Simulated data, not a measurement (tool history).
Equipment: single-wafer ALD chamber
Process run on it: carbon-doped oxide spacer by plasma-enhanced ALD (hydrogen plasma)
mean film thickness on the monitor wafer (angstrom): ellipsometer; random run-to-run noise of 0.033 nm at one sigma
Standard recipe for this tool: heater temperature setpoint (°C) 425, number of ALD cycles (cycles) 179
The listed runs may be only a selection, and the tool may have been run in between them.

run,hour,heater temperature setpoint (°C),number of ALD cycles (cycles),"read-back reference wafer on the same gauge, thickness_nm",mean film thickness on the monitor wafer (angstrom)
1,0,417,179,7,79.57
2,64.2,417,179,7.004,79.35
3,93.9,417,179,6.999,79.68
4,163.2,425,187,7.001,81.15
5,214.6,425,187,7.01,80.78
6,253.6,425,187,7.012,80.67
7,299,425,179,7.019,77.25
8,344.9,425,179,7.019,76.71
9,379,425,179,7.021,77.79
10,445.5,425,179,7.025,77.31
11,483.5,425,179,7.029,77.96
12,517.2,425,179,7.034,77.72
13,562.6,425,179,7.039,77.37
14,591.8,415,179,7.039,80.26
15,644.8,415,179,7.041,80.29
16,716,415,179,7.051,80.99
17,762.4,425,179,7.055,78.39
18,822.4,419,145,7.06,64.43
19,887,421,158,7.076,69.96
20,935.4,419,201,7.075,89.72
21,994,419,201,7.094,89.88
22,1052.1,419,145,7.091,64.53
23,1107,410,209,7.11,96.85
# hour 1126.7: thermocouple changed; heater temperature recalibrated
24,1159.8,438,179,7.115,75.07
25,1204.7,432,200,7.121,85.61
26,1335,438,144,7.147,60.94
# hour 1341.2: gauge calibrated
27,1363.4,437,212,7.019,88.07
28,1403.6,425,179,7.026,78.16
29,1464.1,414,147,7.027,66.5
30,1508,437,164,7.029,68.07
31,1544,425,179,7.033,78.09
32,1598.6,416,205,7.03,92.11
33,1657.3,425,179,7.03,77.68
34,1718.9,425,179,7.035,77.4

The logged runs with the hidden state left out (each run's random variation unchanged):
What the log doesn't record here: wafer temperature above the value expected at the setpoint (K); gauge reads high (%).
run,mean film thickness on the monitor wafer (angstrom)
1,79.58
2,79.33
3,79.65
4,81.08
5,80.68
6,80.55
7,77.1
8,76.53
9,77.58
10,77.04
11,77.65
12,77.38
13,76.98
14,79.83
15,79.79
16,80.4
17,77.75
18,63.84
19,69.23
20,88.7
21,88.75
22,63.63
23,95.39
24,73.84
25,84.12
26,59.67
27,87.73
28,77.86
29,66.23
30,67.79
31,77.76
32,91.7
33,77.31
34,77.01
